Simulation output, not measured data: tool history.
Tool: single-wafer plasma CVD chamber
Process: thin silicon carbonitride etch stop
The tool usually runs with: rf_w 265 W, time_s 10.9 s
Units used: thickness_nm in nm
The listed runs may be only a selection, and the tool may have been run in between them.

| run | day | rf_w | time_s | wafers since the last listed run | hours since the last thermocouple change | hours since the last RF generator calibration | hours since the showerhead was replaced | hours since the gauge calibration | read-back reference wafer on the same gauge, thickness_nm | thickness_nm |
|---|---|---|---|---|---|---|---|---|---|---|
| 1 | 0.000 | 265 | 10.9 | 0 | 2658.5 | 836.8 | 5931.8 | 684.9 | 6.332 | 7.093 |
| 2 | 1.050 | 235 | 10.9 | 508 | 2683.7 | 862.0 | 5957.0 | 710.1 | 6.326 | 6.718 |
| 3 | 1.950 | 235 | 10.9 | 435 | 2705.3 | 883.6 | 5978.6 | 731.7 | 6.342 | 6.773 |
| 4 | 3.317 | 265 | 12.3 | 661 | 2738.1 | 916.4 | 6011.4 | 764.5 | 6.322 | 8.006 |
| 5 | 4.546 | 295 | 10.9 | 595 | 2767.6 | 945.9 | 6040.9 | 794.0 | 6.322 | 7.364 |
| 6 | 5.788 | 265 | 12.1 | 601 | 2797.4 | 975.7 | 6070.7 | 823.8 | 6.332 | 7.837 |
| 7 | 6.829 | 265 | 10.9 | 504 | 2822.4 | 1000.7 | 6095.7 | 848.8 | 6.335 | 7.048 |
| 8 | 7.800 | 265 | 10.9 | 470 | 2845.7 | 1024.0 | 6119.0 | 872.1 | 6.315 | 7.051 |
| 9 | 11.704 | 265 | 10.9 | 1890 | 2939.4 | 1117.7 | 6212.7 | 965.8 | 6.339 | 7.096 |
|  | 12.267 | thermocouple changed; heater temperature recalibrated |
| 10 | 16.042 | 265 | 10.9 | 1939 | 90.6 | 1221.8 | 6316.8 | 1069.9 | 6.332 | 7.054 |
| 11 | 18.267 | 265 | 10.9 | 1077 | 144.0 | 1275.2 | 6370.2 | 1123.3 | 6.340 | 7.026 |
|  | 19.621 | gauge calibrated |
| 12 | 19.642 | 265 | 10.4 | 665 | 177.0 | 1308.2 | 6403.2 | 0.5 | 6.327 | 6.739 |
| 13 | 20.908 | 265 | 10.4 | 613 | 207.4 | 1338.6 | 6433.6 | 30.9 | 6.332 | 6.716 |
| 14 | 21.883 | 265 | 10.4 | 472 | 230.8 | 1362.0 | 6457.0 | 54.3 | 6.337 | 6.676 |
| 15 | 22.908 | 265 | 11.9 | 496 | 255.4 | 1386.6 | 6481.6 | 78.9 | 6.328 | 7.740 |
| 16 | 23.675 | 265 | 10.9 | 371 | 273.8 | 1405.0 | 6500.0 | 97.3 | 6.338 | 7.099 |
| 17 | 24.754 | 265 | 10.1 | 522 | 299.7 | 1430.9 | 6525.9 | 123.2 | 6.331 | 6.537 |
| 18 | 25.908 | 285 | 12.4 | 559 | 327.4 | 1458.6 | 6553.6 | 150.9 | 6.340 | 8.241 |
| 19 | 26.479 | 265 | 10.9 | 276 | 341.1 | 1472.3 | 6567.3 | 164.6 | 6.330 | 7.059 |
| 20 | 27.817 | 315 | 12.8 | 647 | 373.2 | 1504.4 | 6599.4 | 196.7 | 6.333 | 8.882 |
|  | 28.854 | RF generator calibrated |
| 21 | 28.875 | 265 | 13.0 | 351 | 398.6 | 0.5 | 6624.8 | 222.1 | 6.344 | 8.448 |
| 22 | 29.392 | 265 | 10.9 | 250 | 411.0 | 12.9 | 6637.2 | 234.5 | 6.324 | 7.081 |
| 23 | 33.192 | 215 | 12.9 | 1840 | 502.2 | 104.1 | 6728.4 | 325.7 | 6.315 | 7.625 |
| 24 | 34.600 | 285 | 12.1 | 682 | 536.0 | 137.9 | 6762.2 | 359.5 | 6.324 | 8.070 |
| 25 | 36.079 | 285 | 10.1 | 716 | 571.5 | 173.4 | 6797.7 | 395.0 | 6.327 | 6.674 |
| 26 | 36.904 | 265 | 10.9 | 399 | 591.3 | 193.2 | 6817.5 | 414.8 | 6.336 | 7.051 |
|  | 40.650 | showerhead replaced |
| 27 | 40.671 | 265 | 11.5 | 1662 | 681.7 | 283.6 | 0.5 | 505.2 | 6.332 | 7.407 |
| 28 | 41.646 | 310 | 10.9 | 472 | 705.1 | 307.0 | 23.9 | 528.6 | 6.334 | 7.470 |
| 29 | 43.917 | 265 | 10.9 | 1099 | 759.6 | 361.5 | 78.4 | 583.1 | 6.321 | 7.059 |
| 30 | 45.050 | 300 | 10.1 | 548 | 786.8 | 388.7 | 105.6 | 610.3 | 6.332 | 6.854 |
| 31 | 46.312 | 245 | 8.9 | 611 | 817.1 | 419.0 | 135.9 | 640.6 | 6.333 | 5.601 |
| 32 | 50.738 | 225 | 12.2 | 2143 | 923.3 | 525.2 | 242.1 | 746.8 | 6.327 | 7.401 |
| 33 | 51.729 | 280 | 12.6 | 480 | 947.1 | 549.0 | 265.9 | 770.6 | 6.327 | 8.306 |
| 34 | 52.250 | 265 | 10.4 | 252 | 959.6 | 561.5 | 278.4 | 783.1 | 6.327 | 6.729 |
| 35 | 52.967 | 220 | 10.9 | 347 | 976.8 | 578.7 | 295.6 | 800.3 | 6.327 | 6.565 |
| 36 | 54.092 | 290 | 9.3 | 544 | 1003.8 | 605.7 | 322.6 | 827.3 | 6.331 | 6.179 |

Branching from run 36: 4 alternative next runs. What would each branch give?
| A | 54.108 | 265 | 10.9 | 8 | 1004.2 | 606.1 | 323.0 | 827.7 | ? | ? |
| B | 54.108 | 215 | 12.2 | 8 | 1004.2 | 606.1 | 323.0 | 827.7 | ? | ? |
| C | 54.108 | 295 | 9.9 | 8 | 1004.2 | 606.1 | 323.0 | 827.7 | ? | ? |
| D | 54.108 | 290 | 10.9 | 8 | 1004.2 | 606.1 | 323.0 | 827.7 | ? | ? |

| run | read-back reference wafer on the same gauge, thickness_nm | thickness_nm |
|---|---|---|
| A | 6.340 | 7.088 |
| B | 6.340 | 7.303 |
| C | 6.340 | 6.704 |
| D | 6.340 | 7.334 |
With the hidden condition removed and each run's random variation left untouched, the same runs would have given:
| run | thickness_nm |
|---|---|
| A | 7.088 |
| B | 7.303 |
| C | 6.704 |
| D | 7.334 |

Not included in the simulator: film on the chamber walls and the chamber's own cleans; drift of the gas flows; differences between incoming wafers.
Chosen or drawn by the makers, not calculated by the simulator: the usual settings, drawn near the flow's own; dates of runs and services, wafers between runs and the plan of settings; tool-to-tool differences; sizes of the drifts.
